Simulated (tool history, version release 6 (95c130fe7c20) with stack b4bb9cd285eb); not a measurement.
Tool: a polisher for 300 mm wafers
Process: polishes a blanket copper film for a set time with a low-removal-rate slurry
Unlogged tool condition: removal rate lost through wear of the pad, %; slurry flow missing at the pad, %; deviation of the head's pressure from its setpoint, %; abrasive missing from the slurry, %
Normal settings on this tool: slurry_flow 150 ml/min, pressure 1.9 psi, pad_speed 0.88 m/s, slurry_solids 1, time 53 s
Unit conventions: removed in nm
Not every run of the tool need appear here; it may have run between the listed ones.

| run | hour | slurry_flow | pressure | pad_speed | slurry_solids | time | wafers since the last listed run | wafers polished on this pad | hours since the slurry nozzle was cleaned | hours since the head pressure was calibrated | hours since the slurry blender was calibrated | incoming thickness of the incoming film, nm | removed |
|---|---|---|---|---|---|---|---|---|---|---|---|---|---|
| 1 | 0 | 150 | 1.6 | 0.88 | 1 | 53 | 0 | 4420 | 232.4 | 515.1 | 41.8 | 1147.7 | 59.2 |
| 2 | 29.4 | 150 | 1.9 | 0.88 | 1 | 53 | 317 | 4737 | 261.8 | 544.5 | 71.2 | 1149.7 | 69.3 |
|  | 63.3 | worn pad replaced by a new one |
| 3 | 76.5 | 150 | 1.9 | 0.88 | 1 | 53 | 464 | 142 | 308.9 | 591.6 | 118.3 | 1149.9 | 66.9 |
| 4 | 104 | 150 | 1.9 | 0.88 | 1 | 53 | 296 | 438 | 336.4 | 619.1 | 145.8 | 1144.4 | 68.1 |
| 5 | 149.9 | 150 | 1.9 | 0.88 | 1 | 53 | 495 | 933 | 382.3 | 665 | 191.7 | 1142.6 | 66 |
| 6 | 215.1 | 150 | 2.3 | 0.68 | 1 | 53 | 703 | 1637 | 447.5 | 730.2 | 256.9 | 1145.1 | 58 |
| 7 | 251.4 | 150 | 2.3 | 0.68 | 1 | 53 | 391 | 2028 | 483.8 | 766.5 | 293.2 | 1145.3 | 55.5 |
|  | 272.1 | slurry nozzle cleaned |
| 8 | 318.5 | 150 | 1.4 | 0.74 | 1 | 53 | 713 | 2741 | 46.4 | 833.6 | 360.3 | 1147.7 | 41.9 |
| 9 | 386.4 | 150 | 1.9 | 0.88 | 1 | 53 | 732 | 3474 | 114.3 | 901.5 | 428.2 | 1132.1 | 57.9 |
| 10 | 445.3 | 195 | 1.9 | 0.88 | 0.7 | 53 | 635 | 4109 | 173.2 | 960.4 | 487.1 | 1148.6 | 49.2 |
|  | 454.3 | worn pad replaced by a new one |
|  | 456.2 | slurry blender recalibrated |
| 11 | 477.4 | 150 | 1.9 | 0.88 | 0.85 | 53 | 282 | 228 | 205.3 | 992.5 | 21.2 | 1139.1 | 61.2 |
| 12 | 526.4 | 150 | 1.9 | 0.88 | 1 | 53 | 528 | 756 | 254.3 | 1041.5 | 70.2 | 1151.6 | 64.9 |
| 13 | 581.3 | 115 | 2.2 | 0.88 | 1 | 53 | 592 | 1348 | 309.2 | 1096.4 | 125.1 | 1128.9 | 66.9 |
|  | 628 | head pressure recalibrated |
| 14 | 642.8 | 150 | 1.9 | 0.88 | 1 | 53 | 641 | 1990 | 370.7 | 14.8 | 186.6 | 1159.6 | 68 |
| 15 | 713.1 | 150 | 1.9 | 0.7 | 1 | 53 | 758 | 2749 | 441 | 85.1 | 256.9 | 1137.9 | 54.1 |
|  | 746.7 | slurry nozzle cleaned |
| 16 | 782.2 | 195 | 1.9 | 0.88 | 1 | 53 | 734 | 3483 | 35.5 | 154.2 | 326 | 1124.8 | 67.1 |
| 17 | 846.8 | 150 | 1.9 | 0.88 | 1 | 53 | 696 | 4180 | 100.1 | 218.8 | 390.6 | 1141.4 | 63.5 |
|  | 863.2 | worn pad replaced by a new one |
| 18 | 906.7 | 150 | 1.9 | 0.88 | 1 | 53 | 602 | 469 | 160 | 278.7 | 450.5 | 1128.4 | 60 |
| 19 | 951.9 | 150 | 2.5 | 0.66 | 1 | 53 | 487 | 956 | 205.2 | 323.9 | 495.7 | 1160.2 | 51.6 |
|  | 954.8 | slurry blender recalibrated |
| 20 | 993.6 | 150 | 1.9 | 0.88 | 1.1 | 53 | 428 | 1384 | 246.9 | 365.6 | 38.8 | 1127.8 | 70.6 |
| 21 | 1039.4 | 150 | 2.5 | 0.98 | 1 | 34 | 494 | 1878 | 292.7 | 411.4 | 84.6 | 1152.9 | 60.5 |
| 22 | 1158.6 | 180 | 1.3 | 0.88 | 1 | 62 | 1285 | 3164 | 411.9 | 530.6 | 203.8 | 1137.4 | 63 |
| 23 | 1196.5 | 130 | 1.9 | 0.88 | 1.15 | 61 | 408 | 3573 | 449.8 | 568.5 | 241.7 | 1145.2 | 76 |
| 24 | 1241.1 | 150 | 1.9 | 0.88 | 0.75 | 53 | 481 | 4054 | 494.4 | 613.1 | 286.3 | 1140.7 | 60.3 |
|  | 1260.9 | slurry nozzle cleaned |
| 25 | 1285.4 | 135 | 1.9 | 0.88 | 1 | 53 | 467 | 4521 | 24.5 | 657.4 | 330.6 | 1130.6 | 60.4 |
|  | 1329.3 | worn pad replaced by a new one |
| 26 | 1348.5 | 150 | 2.5 | 0.88 | 1 | 53 | 637 | 206 | 87.6 | 720.5 | 393.7 | 1131.6 | 73.3 |
| 27 | 1400 | 100 | 1.9 | 0.88 | 1 | 53 | 555 | 762 | 139.1 | 772 | 445.2 | 1126.1 | 52.3 |
| 28 | 1452.6 | 150 | 1.9 | 0.78 | 0.7 | 53 | 567 | 1329 | 191.7 | 824.6 | 497.8 | 1139.2 | 43.3 |
|  | 1472.9 | slurry blender recalibrated |
| 29 | 1506.1 | 150 | 1.5 | 0.88 | 0.75 | 53 | 555 | 1885 | 245.2 | 878.1 | 33.2 | 1123.5 | 50.2 |
| 30 | 1575.4 | 190 | 1.9 | 0.88 | 1 | 53 | 747 | 2632 | 314.5 | 947.4 | 102.5 | 1138 | 68.1 |

For each run, what was the tool's unlogged condition?
removal rate lost through wear of the pad, %: 0 across all the runs
slurry flow missing at the pad, %: 0 across all the runs
H1: deviation of the head's pressure from its setpoint, %
H2: abrasive missing from the slurry, %
| run | H1 | H2 |
|---|---|---|
| 1 | -4.16 | 6.91 |
| 2 | -4.49 | 7.46 |
| 3 | -5.01 | 8.94 |
| 4 | -5.31 | 10.1 |
| 5 | -5.82 | 12.7 |
| 6 | -6.53 | 17.6 |
| 7 | -6.94 | 20.9 |
| 8 | -7.67 | 28.2 |
| 9 | -8.42 | 37.1 |
| 10 | -9.07 | 46 |
| 11 | -9.43 | 7.4 |
| 12 | -9.97 | 8.14 |
| 13 | -10.6 | 9.92 |
| 14 | -0.483 | 13.1 |
| 15 | -1.26 | 18.3 |
| 16 | -2.02 | 25 |
| 17 | -2.73 | 32.7 |
| 18 | -3.39 | 41 |
| 19 | -3.89 | 48.1 |
| 20 | -4.35 | 3.97 |
| 21 | -4.86 | 4.91 |
| 22 | -6.17 | 10.6 |
| 23 | -6.59 | 13.4 |
| 24 | -7.08 | 17.3 |
| 25 | -7.57 | 21.9 |
| 26 | -8.26 | 29.5 |
| 27 | -8.83 | 36.6 |
| 28 | -9.41 | 44.9 |
| 29 | -10 | 7.61 |
| 30 | -10.8 | 9.18 |
